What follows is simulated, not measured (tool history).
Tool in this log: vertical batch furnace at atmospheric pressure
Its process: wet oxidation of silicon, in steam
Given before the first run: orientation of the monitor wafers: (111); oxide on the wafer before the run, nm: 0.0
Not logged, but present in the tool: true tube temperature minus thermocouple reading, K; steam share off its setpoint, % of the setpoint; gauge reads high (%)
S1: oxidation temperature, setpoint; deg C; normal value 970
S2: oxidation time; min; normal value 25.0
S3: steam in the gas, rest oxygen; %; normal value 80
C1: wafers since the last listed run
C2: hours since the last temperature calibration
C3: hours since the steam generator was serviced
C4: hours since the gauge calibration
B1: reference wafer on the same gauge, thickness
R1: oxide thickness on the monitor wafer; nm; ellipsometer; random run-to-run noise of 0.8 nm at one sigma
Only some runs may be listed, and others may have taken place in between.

run 1 day=0.000 | S1=970 S2=25.0 S3=80 | C1=0 C2=2654.8 C3=2072.5 C4=985.1 | B1=159.96 | R1=179.81
run 2 day=2.612 | S1=970 S2=25.0 S3=80 | C1=747 C2=2717.5 C3=2135.2 C4=1047.8 | B1=159.99 | R1=180.26
run 3 day=4.704 | S1=970 S2=25.0 S3=80 | C1=598 C2=2767.7 C3=2185.4 C4=1098.0 | B1=160.04 | R1=179.24
run 4 day=7.304 | S1=970 S2=25.0 S3=80 | C1=744 C2=2830.1 C3=2247.8 C4=1160.4 | B1=159.95 | R1=180.06
run 5 day=8.958 | S1=970 S2=22.0 S3=76 | C1=473 C2=2869.8 C3=2287.5 C4=1200.1 | B1=159.93 | R1=157.89
run 6 day=11.404 | S1=970 S2=22.0 S3=76 | C1=700 C2=2928.5 C3=2346.2 C4=1258.8 | B1=160.00 | R1=157.32
run 7 day=13.158 | S1=970 S2=22.0 S3=76 | C1=502 C2=2970.6 C3=2388.3 C4=1300.9 | B1=159.99 | R1=156.33
run 8 day=15.071 | S1=970 S2=25.0 S3=83 | C1=547 C2=3016.5 C3=2434.2 C4=1346.8 | B1=159.94 | R1=184.32
run 9 day=17.179 | S1=970 S2=25.0 S3=83 | C1=603 C2=3067.1 C3=2484.8 C4=1397.4 | B1=159.87 | R1=187.16
run 10 day=18.933 | S1=970 S2=25.0 S3=83 | C1=502 C2=3109.2 C3=2526.9 C4=1439.5 | B1=159.96 | R1=185.86
run 11 day=21.904 | S1=970 S2=25.0 S3=80 | C1=850 C2=3180.5 C3=2598.2 C4=1510.8 | B1=160.09 | R1=180.96
-- day=23.521 gauge calibrated
run 12 day=24.204 | S1=970 S2=25.0 S3=80 | C1=658 C2=3235.7 C3=2653.4 C4=16.4 | B1=160.07 | R1=181.47
run 13 day=26.729 | S1=970 S2=25.0 S3=89 | C1=722 C2=3296.3 C3=2714.0 C4=77.0 | B1=160.10 | R1=196.08
run 14 day=27.804 | S1=970 S2=25.0 S3=80 | C1=307 C2=3322.1 C3=2739.8 C4=102.8 | B1=159.98 | R1=180.94
run 15 day=30.504 | S1=977 S2=29.0 S3=72 | C1=772 C2=3386.9 C3=2804.6 C4=167.6 | B1=160.08 | R1=198.31
run 16 day=32.688 | S1=986 S2=25.0 S3=84 | C1=625 C2=3439.3 C3=2857.0 C4=220.0 | B1=159.96 | R1=213.77
run 17 day=34.817 | S1=947 S2=25.0 S3=91 | C1=609 C2=3490.4 C3=2908.1 C4=271.1 | B1=160.14 | R1=160.82
-- day=36.138 thermocouples replaced and temperature profile calibrated
run 18 day=37.271 | S1=970 S2=25.0 S3=80 | C1=416 C2=27.2 C3=2967.0 C4=330.0 | B1=159.96 | R1=181.01
run 19 day=39.221 | S1=993 S2=18.0 S3=69 | C1=558 C2=74.0 C3=3013.8 C4=376.8 | B1=159.90 | R1=154.65
run 20 day=40.979 | S1=955 S2=17.5 S3=74 | C1=503 C2=116.2 C3=3056.0 C4=419.0 | B1=159.96 | R1=111.88
-- day=43.942 steam generator serviced
run 21 day=43.962 | S1=970 S2=25.0 S3=80 | C1=567 C2=187.8 C3=0.5 C4=490.6 | B1=160.05 | R1=179.05
run 22 day=45.425 | S1=970 S2=25.0 S3=87 | C1=418 C2=222.9 C3=35.6 C4=525.7 | B1=160.04 | R1=192.49
run 23 day=52.712 | S1=970 S2=31.5 S3=80 | C1=2086 C2=397.8 C3=210.5 C4=700.6 | B1=159.98 | R1=212.92
run 24 day=55.600 | S1=970 S2=25.0 S3=80 | C1=826 C2=467.1 C3=279.8 C4=769.9 | B1=160.03 | R1=179.68
run 25 day=56.788 | S1=970 S2=22.0 S3=76 | C1=339 C2=495.6 C3=308.3 C4=798.4 | B1=160.08 | R1=157.21
run 26 day=58.912 | S1=970 S2=25.0 S3=80 | C1=608 C2=546.6 C3=359.3 C4=849.4 | B1=160.11 | R1=178.67
run 27 day=60.542 | S1=962 S2=25.0 S3=71 | C1=466 C2=585.7 C3=398.4 C4=888.5 | B1=159.91 | R1=151.97
run 28 day=62.825 | S1=970 S2=25.0 S3=80 | C1=653 C2=640.5 C3=453.2 C4=943.3 | B1=159.94 | R1=181.48

4 options for the next run, each taken on its own from the tool as it stands now. Forecast them:
run A day=63.000 | S1=970 S2=16.0 S3=80 | C1=50 C2=644.7 C3=457.4 C4=947.5 | B1=? | R1=?
run B day=63.000 | S1=994 S2=36.0 S3=75 | C1=50 C2=644.7 C3=457.4 C4=947.5 | B1=? | R1=?
run C day=63.000 | S1=970 S2=36.0 S3=89 | C1=50 C2=644.7 C3=457.4 C4=947.5 | B1=? | R1=?
run D day=63.000 | S1=987 S2=16.0 S3=80 | C1=50 C2=644.7 C3=457.4 C4=947.5 | B1=? | R1=?

run=A B1=159.93 R1=129.41
run=B B1=159.93 R1=272.82
run=C B1=159.93 R1=256.96
run=D B1=159.93 R1=151.80
What these runs would have given with no unlogged condition in the tool:
run=A R1=129.41
run=B R1=272.82
run=C R1=256.96
run=D R1=151.80
